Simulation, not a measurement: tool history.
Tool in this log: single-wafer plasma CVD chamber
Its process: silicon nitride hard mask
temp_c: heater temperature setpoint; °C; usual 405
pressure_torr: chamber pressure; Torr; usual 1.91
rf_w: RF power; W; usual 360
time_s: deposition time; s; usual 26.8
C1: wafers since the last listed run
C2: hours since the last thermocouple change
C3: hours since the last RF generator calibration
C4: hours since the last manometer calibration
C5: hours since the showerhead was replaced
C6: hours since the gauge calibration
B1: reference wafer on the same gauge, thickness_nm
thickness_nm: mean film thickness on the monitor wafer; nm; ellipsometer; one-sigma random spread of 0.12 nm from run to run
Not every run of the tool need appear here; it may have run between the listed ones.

Run 1, hour 0: usual settings; C1 0; C2 1037.8; C3 1557.9; C4 1688.7; C5 1591.5; C6 340.5; B1 42.702. Result: thickness_nm 37.252 nm.
Run 2, hour 41.5: usual settings; C1 838; C2 1079.3; C3 1599.4; C4 1730.2; C5 1633; C6 382; B1 42.645. Result: thickness_nm 37.486 nm.
Run 3, hour 72.1: usual settings; C1 618; C2 1109.9; C3 1630; C4 1760.8; C5 1663.6; C6 412.6; B1 42.577. Result: thickness_nm 37.376 nm.
Run 4, hour 134.7: usual settings; C1 1265; C2 1172.5; C3 1692.6; C4 1823.4; C5 1726.2; C6 475.2; B1 42.553. Result: thickness_nm 37.279 nm.
Run 5, hour 193.4: usual settings; C1 1186; C2 1231.2; C3 1751.3; C4 1882.1; C5 1784.9; C6 533.9; B1 42.464. Result: thickness_nm 37.351 nm.
At hour 388.4: gauge calibrated.
Run 6, hour 392: usual settings; C1 4014; C2 1429.8; C3 1949.9; C4 2080.7; C5 1983.5; C6 3.6; B1 42.971. Result: thickness_nm 37.572 nm.
Run 7, hour 424.6: usual settings; C1 658; C2 1462.4; C3 1982.5; C4 2113.3; C5 2016.1; C6 36.2; B1 43. Result: thickness_nm 37.585 nm.
Run 8, hour 451.8: usual settings but pressure_torr 2.24 Torr, time_s 28.4 s; C1 549; C2 1489.6; C3 2009.7; C4 2140.5; C5 2043.3; C6 63.4; B1 42.998. Result: thickness_nm 42.068 nm.
At hour 470.2: RF generator calibrated.
At hour 528.2: capacitance manometer re-zeroed and calibrated.
Run 9, hour 528.7: usual settings but pressure_torr 2.24 Torr, time_s 28.4 s; C1 1230; C2 1566.5; C3 58.5; C4 0.5; C5 2120.2; C6 140.3; B1 42.964. Result: thickness_nm 41.976 nm.
Run 10, hour 563.2: usual settings; C1 697; C2 1601; C3 93; C4 35; C5 2154.7; C6 174.8; B1 42.959. Result: thickness_nm 37.52 nm.
Run 11, hour 626.4: usual settings but temp_c 412 °C, rf_w 420 W; C1 1277; C2 1664.2; C3 156.2; C4 98.2; C5 2217.9; C6 238; B1 42.953. Result: thickness_nm 40.768 nm.
Run 12, hour 650.5: usual settings; C1 487; C2 1688.3; C3 180.3; C4 122.3; C5 2242; C6 262.1; B1 42.908. Result: thickness_nm 37.568 nm.
Run 13, hour 698.7: usual settings but pressure_torr 2.34 Torr, rf_w 290 W; C1 974; C2 1736.5; C3 228.5; C4 170.5; C5 2290.2; C6 310.3; B1 42.872. Result: thickness_nm 35.883 nm.
Run 14, hour 736.2: usual settings but temp_c 392 °C, rf_w 410 W, time_s 24.8 s; C1 757; C2 1774; C3 266; C4 208; C5 2327.7; C6 347.8; B1 42.835. Result: thickness_nm 37.139 nm.
Run 15, hour 797.7: usual settings but temp_c 413 °C, rf_w 330 W, time_s 31.9 s; C1 1243; C2 1835.5; C3 327.5; C4 269.5; C5 2389.2; C6 409.3; B1 42.747. Result: thickness_nm 42.574 nm.
At hour 831.9: showerhead replaced.
At hour 857: thermocouple changed; heater temperature recalibrated.
Run 16, hour 927: usual settings but temp_c 413 °C, rf_w 405 W; C1 2290; C2 70; C3 456.8; C4 398.8; C5 95.1; C6 538.6; B1 42.582. Result: thickness_nm 39.443 nm.
Run 17, hour 979.1: usual settings but pressure_torr 1.71 Torr, rf_w 305 W, time_s 30 s; C1 1053; C2 122.1; C3 508.9; C4 450.9; C5 147.2; C6 590.7; B1 42.467. Result: thickness_nm 36.64 nm.
Run 18, hour 1021.1: usual settings; C1 848; C2 164.1; C3 550.9; C4 492.9; C5 189.2; C6 632.7; B1 42.428. Result: thickness_nm 37.17 nm.
Run 19, hour 1064.1: usual settings; C1 869; C2 207.1; C3 593.9; C4 535.9; C5 232.2; C6 675.7; B1 42.36. Result: thickness_nm 37.294 nm.
Run 20, hour 1135.6: usual settings but pressure_torr 2.04 Torr, rf_w 380 W, time_s 23.8 s; C1 1445; C2 278.6; C3 665.4; C4 607.4; C5 303.7; C6 747.2; B1 42.196. Result: thickness_nm 34.407 nm.
At hour 1183.2: gauge calibrated.
Run 21, hour 1188: usual settings but temp_c 391 °C, pressure_torr 1.53 Torr, rf_w 390 W; C1 1059; C2 331; C3 717.8; C4 659.8; C5 356.1; C6 4.8; B1 43.06. Result: thickness_nm 36.547 nm.

Each row is a separate what-if for the run after 21, all from the same tool condition, not one after another. Results?
Run A, hour 1188.4: usual settings but time_s 23.4 s; C1 8; C2 331.4; C3 718.2; C4 660.2; C5 356.5; C6 5.2; B1 ?. Result: thickness_nm ?.
Run B, hour 1188.4: usual settings but temp_c 414 °C, pressure_torr 2.27 Torr, time_s 23.5 s; C1 8; C2 331.4; C3 718.2; C4 660.2; C5 356.5; C6 5.2; B1 ?. Result: thickness_nm ?.
Run C, hour 1188.4: usual settings but pressure_torr 2.35 Torr, time_s 31.3 s; C1 8; C2 331.4; C3 718.2; C4 660.2; C5 356.5; C6 5.2; B1 ?. Result: thickness_nm ?.

run      B1  thickness_nm
  A  43.042        32.985
  B  43.042        34.862
  C  43.042        47.019
Without the tool's unlogged condition, the same runs would have read:
run  thickness_nm
  A        32.938
  B        34.812
  C        46.953
